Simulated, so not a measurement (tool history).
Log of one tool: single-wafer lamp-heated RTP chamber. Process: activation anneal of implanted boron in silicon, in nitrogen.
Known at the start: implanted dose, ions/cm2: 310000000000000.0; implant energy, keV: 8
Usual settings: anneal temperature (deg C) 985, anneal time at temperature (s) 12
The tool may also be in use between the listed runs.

| run | hour | anneal temperature (deg C) | anneal time at temperature (s) | read-back reference wafer on the same gauge, sheet resistance | sheet resistance of the implanted and annealed layer (ohm/square) |
|---|---|---|---|---|---|
| 1 | 0 | 968 | 14 | 380.12 | 387.63 |
|  | 29.7 | pyrometer window cleaned and pyrometer calibrated |
| 2 | 104.3 | 968 | 14 | 380.03 | 395.34 |
| 3 | 189.6 | 968 | 14 | 380.18 | 393.27 |
| 4 | 263.5 | 1000 | 16 | 379.85 | 376.59 |
| 5 | 306.5 | 1000 | 16 | 379.77 | 376.4 |
| 6 | 379.9 | 1000 | 16 | 379.93 | 375.07 |
| 7 | 478.5 | 964 | 9 | 380.05 | 391.21 |
| 8 | 540.7 | 985 | 12 | 379.88 | 377.59 |
|  | 593.1 | reflector plate cleaned |
| 9 | 627.4 | 985 | 12 | 379.78 | 380.13 |
|  | 665.7 | pyrometer window cleaned and pyrometer calibrated |
| 10 | 704.3 | 985 | 12 | 380.25 | 385.02 |
| 11 | 791.9 | 971 | 12 | 379.74 | 394.13 |
| 12 | 851.7 | 985 | 7 | 380.07 | 384.32 |
| 13 | 942.2 | 973 | 16 | 380.1 | 385.18 |
| 14 | 989.7 | 1007 | 14 | 379.86 | 374.42 |
| 15 | 1065.1 | 1006 | 17 | 379.88 | 374.07 |
| 16 | 1165.3 | 968 | 14 | 380.06 | 385.76 |
| 17 | 1230.9 | 985 | 12 | 379.92 | 378.19 |
|  | 1288.7 | reflector plate cleaned |
| 18 | 1331.2 | 1003 | 12 | 379.94 | 373.52 |
| 19 | 1391.9 | 985 | 12 | 380.1 | 378.1 |
|  | 1410.6 | pyrometer window cleaned and pyrometer calibrated |
| 20 | 1435.3 | 975 | 12 | 379.93 | 388.18 |
|  | 1467.8 | gauge calibrated |
| 21 | 1484.1 | 998 | 17 | 379.97 | 376.71 |
| 22 | 1584.8 | 968 | 7 | 380.01 | 397.24 |
| 23 | 1650.5 | 970 | 16 | 379.64 | 387.49 |

Forecast run 24:
| 24 | 1731.2 | 970 | 7 | ? | ? |

{"run 24": {"read-back reference wafer on the same gauge, sheet resistance": 380.13, "sheet resistance of the implanted and annealed layer (ohm/square)": 391.62}}
Without the tool's hidden state the same run would have given sheet resistance of the implanted and annealed layer (ohm/square) 402.52.

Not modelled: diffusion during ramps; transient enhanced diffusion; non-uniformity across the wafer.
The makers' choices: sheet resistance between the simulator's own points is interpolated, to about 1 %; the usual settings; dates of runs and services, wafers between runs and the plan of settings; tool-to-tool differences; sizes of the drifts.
